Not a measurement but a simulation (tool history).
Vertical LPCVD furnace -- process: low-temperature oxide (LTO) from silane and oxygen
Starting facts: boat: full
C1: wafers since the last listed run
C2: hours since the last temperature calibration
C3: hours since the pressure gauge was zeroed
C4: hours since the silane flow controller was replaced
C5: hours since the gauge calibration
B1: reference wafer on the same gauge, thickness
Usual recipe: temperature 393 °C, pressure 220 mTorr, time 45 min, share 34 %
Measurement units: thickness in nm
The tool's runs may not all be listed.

Run 1, day 0: usual settings; C1 0; C2 1910.7; C3 2179.3; C4 4723.7; C5 118.8; B1 301.99. Result: thickness 337.78 nm.
Run 2, day 0.658: usual settings; C1 293; C2 1926.5; C3 2195.1; C4 4739.5; C5 134.6; B1 301.93. Result: thickness 337.32 nm.
Run 3, day 1.292: usual settings; C1 282; C2 1941.7; C3 2210.3; C4 4754.7; C5 149.8; B1 301.73. Result: thickness 338.57 nm.
Run 4, day 2.717: usual settings but time 40 min; C1 634; C2 1975.9; C3 2244.5; C4 4788.9; C5 184; B1 302.16. Result: thickness 300.78 nm.
Run 5, day 3.675: usual settings but time 40 min; C1 426; C2 1998.9; C3 2267.5; C4 4811.9; C5 207; B1 301.83. Result: thickness 299.87 nm.
Run 6, day 5.088: usual settings; C1 628; C2 2032.8; C3 2301.4; C4 4845.8; C5 240.9; B1 301.92. Result: thickness 337.46 nm.
At day 6.929: thermocouples replaced and temperature profile calibrated.
Run 7, day 6.95: usual settings; C1 384; C2 0.5; C3 2346.1; C4 4890.5; C5 285.6; B1 301.77. Result: thickness 337.63 nm.
Run 8, day 7.179: usual settings; C1 102; C2 6; C3 2351.6; C4 4896; C5 291.1; B1 301.8. Result: thickness 335.79 nm.
Run 9, day 7.808: usual settings; C1 280; C2 21.1; C3 2366.7; C4 4911.1; C5 306.2; B1 301.96. Result: thickness 338.93 nm.
At day 8.888: silane flow controller replaced.
Run 10, day 9.025: usual settings; C1 96; C2 50.3; C3 2395.9; C4 3.3; C5 335.4; B1 302.02. Result: thickness 322.53 nm.
Run 11, day 10.454: usual settings; C1 636; C2 84.6; C3 2430.2; C4 37.6; C5 369.7; B1 301.88. Result: thickness 320.99 nm.
Run 12, day 11.517: usual settings; C1 473; C2 110.1; C3 2455.7; C4 63.1; C5 395.2; B1 301.74. Result: thickness 322.43 nm.
Run 13, day 12.867: usual settings; C1 601; C2 142.5; C3 2488.1; C4 95.5; C5 427.6; B1 301.93. Result: thickness 321.06 nm.
Run 14, day 14.183: usual settings; C1 586; C2 174.1; C3 2519.7; C4 127.1; C5 459.2; B1 301.81. Result: thickness 321.32 nm.
Run 15, day 15.017: usual settings but temperature 405 °C; C1 371; C2 194.1; C3 2539.7; C4 147.1; C5 479.2; B1 301.77. Result: thickness 370.04 nm.
Run 16, day 15.571: usual settings but temperature 404 °C, pressure 165 mTorr, time 52 min, share 30 %; C1 246; C2 207.4; C3 2553; C4 160.4; C5 492.5; B1 302.05. Result: thickness 263.19 nm.
At day 15.871: gauge calibrated.
Run 17, day 16.892: usual settings but time 54.5 min; C1 588; C2 239.1; C3 2584.7; C4 192.1; C5 24.5; B1 302.35. Result: thickness 391.75 nm.
Run 18, day 17.529: usual settings but temperature 397 °C, pressure 200 mTorr, time 30 min, share 31 %; C1 283; C2 254.4; C3 2600; C4 207.4; C5 39.8; B1 302.22. Result: thickness 179.59 nm.
Run 19, day 18.75: usual settings; C1 543; C2 283.7; C3 2629.3; C4 236.7; C5 69.1; B1 302.33. Result: thickness 323.28 nm.
At day 20.208: pressure gauge zeroed.
Run 20, day 20.229: usual settings but temperature 404 °C, time 37.5 min, share 37 %; C1 213; C2 319.2; C3 0.5; C4 272.2; C5 104.6; B1 302.24. Result: thickness 354.7 nm.
Run 21, day 21: usual settings; C1 343; C2 337.7; C3 19; C4 290.7; C5 123.1; B1 302.04. Result: thickness 338.27 nm.
Run 22, day 21.725: usual settings; C1 322; C2 355.1; C3 36.4; C4 308.1; C5 140.5; B1 302.14. Result: thickness 336.3 nm.
Run 23, day 22.642: usual settings; C1 408; C2 377.1; C3 58.4; C4 330.1; C5 162.5; B1 302.05. Result: thickness 336.59 nm.
Run 24, day 23.821: usual settings but temperature 396 °C, time 59 min, share 36 %; C1 525; C2 405.4; C3 86.7; C4 358.4; C5 190.8; B1 302.03. Result: thickness 495.44 nm.
Run 25, day 24.979: usual settings but temperature 382 °C, pressure 200 mTorr; C1 515; C2 433.2; C3 114.5; C4 386.2; C5 218.6; B1 301.84. Result: thickness 268.38 nm.
Run 26, day 26.471: usual settings but temperature 398 °C, time 28 min; C1 664; C2 469; C3 150.3; C4 422; C5 254.4; B1 302.16. Result: thickness 222.53 nm.
Run 27, day 27.092: usual settings but temperature 387 °C, pressure 205 mTorr, share 29 %; C1 276; C2 483.9; C3 165.2; C4 436.9; C5 269.3; B1 302.1. Result: thickness 232.25 nm.
Run 28, day 28.175: usual settings but temperature 397 °C, pressure 205 mTorr, time 60.5 min, share 40 %; C1 482; C2 509.9; C3 191.2; C4 462.9; C5 295.3; B1 301.85. Result: thickness 547.02 nm.
Run 29, day 29.908: usual settings but temperature 400 °C; C1 771; C2 551.5; C3 232.8; C4 504.5; C5 336.9; B1 302.11. Result: thickness 365.7 nm.
Run 30, day 30.492: usual settings but share 40 %; C1 259; C2 565.5; C3 246.8; C4 518.5; C5 350.9; B1 301.68. Result: thickness 415.71 nm.

Forecast each of these 5 alternatives for the next run:
Run A, day 30.671: usual settings; C1 79; C2 569.8; C3 251.1; C4 522.8; C5 355.2; B1 ?. Result: thickness ?.
Run B, day 30.671: usual settings but time 49.5 min, share 28 %; C1 79; C2 569.8; C3 251.1; C4 522.8; C5 355.2; B1 ?. Result: thickness ?.
Run C, day 30.671: usual settings but temperature 403 °C, pressure 195 mTorr, time 49.5 min, share 29 %; C1 79; C2 569.8; C3 251.1; C4 522.8; C5 355.2; B1 ?. Result: thickness ?.
Run D, day 30.671: usual settings but pressure 200 mTorr, time 59.5 min; C1 79; C2 569.8; C3 251.1; C4 522.8; C5 355.2; B1 ?. Result: thickness ?.
Run E, day 30.671: usual settings but pressure 195 mTorr, share 32 %; C1 79; C2 569.8; C3 251.1; C4 522.8; C5 355.2; B1 ?. Result: thickness ?.

run      B1  thickness
  A  302.04     338.43
  B  302.04     281.67
  C  302.04        297
  D  302.04     407.04
  E  302.04     276.03
Stripped of hidden state, with their random variation kept, the same runs would have yielded:
run  thickness
  A     329.31
  B     272.88
  C     287.84
  D     395.83
  E     267.99
